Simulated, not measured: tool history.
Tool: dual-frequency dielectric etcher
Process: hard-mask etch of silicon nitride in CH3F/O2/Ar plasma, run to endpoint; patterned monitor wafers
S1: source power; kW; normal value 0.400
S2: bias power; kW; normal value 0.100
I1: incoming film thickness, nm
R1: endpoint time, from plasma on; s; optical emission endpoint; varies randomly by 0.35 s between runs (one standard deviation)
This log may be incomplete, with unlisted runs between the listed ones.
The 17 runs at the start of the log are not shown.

run   hour     S1     S2     I1    R1
 18  210.6  0.370  0.117  48.50  57.4
 19  222.2  0.400  0.077  48.26  65.5
 20  233.7  0.430  0.112  48.18  54.5
 21  246.6  0.370  0.076  47.94  67.4
     275.8  -- wet clean of the chamber
 22  276.3  0.400  0.100  47.70  60.3
 23  276.7  0.470  0.090  47.97  59.2
 24  281.4  0.400  0.100  48.41  61.8
 25  297.0  0.320  0.122  48.11  62.3
     302.6  -- bias power generator calibrated
 26  325.8  0.430  0.124  47.94  53.9
 27  342.4  0.450  0.085  48.44  61.2
 28  356.6  0.400  0.100  48.00  60.6
 29  364.3  0.400  0.100  48.19  60.9
 30  373.6  0.470  0.080  48.09  61.0
 31  387.1  0.340  0.100  48.25  65.6
 32  403.9  0.400  0.100  48.28  59.8
 33  410.5  0.360  0.100  48.43  63.8
 34  417.3  0.400  0.075  48.29  67.8

Each row is a separate what-if for the run after 34, all from the same tool condition, not one after another. Results?
  A  417.7  0.400  0.100  48.36   ?
  B  417.7  0.400  0.107  48.36   ?
  C  417.7  0.340  0.118  48.36   ?
  D  417.7  0.400  0.120  48.36   ?
  E  417.7  0.500  0.086  48.36   ?

run    R1
  A  60.6
  B  58.9
  C  61.1
  D  56.2
  E  58.2
Take away the tool's hidden state, keep each run's random variation, and the runs would have read:
run    R1
  A  61.5
  B  59.8
  C  62.0
  D  57.0
  E  59.0
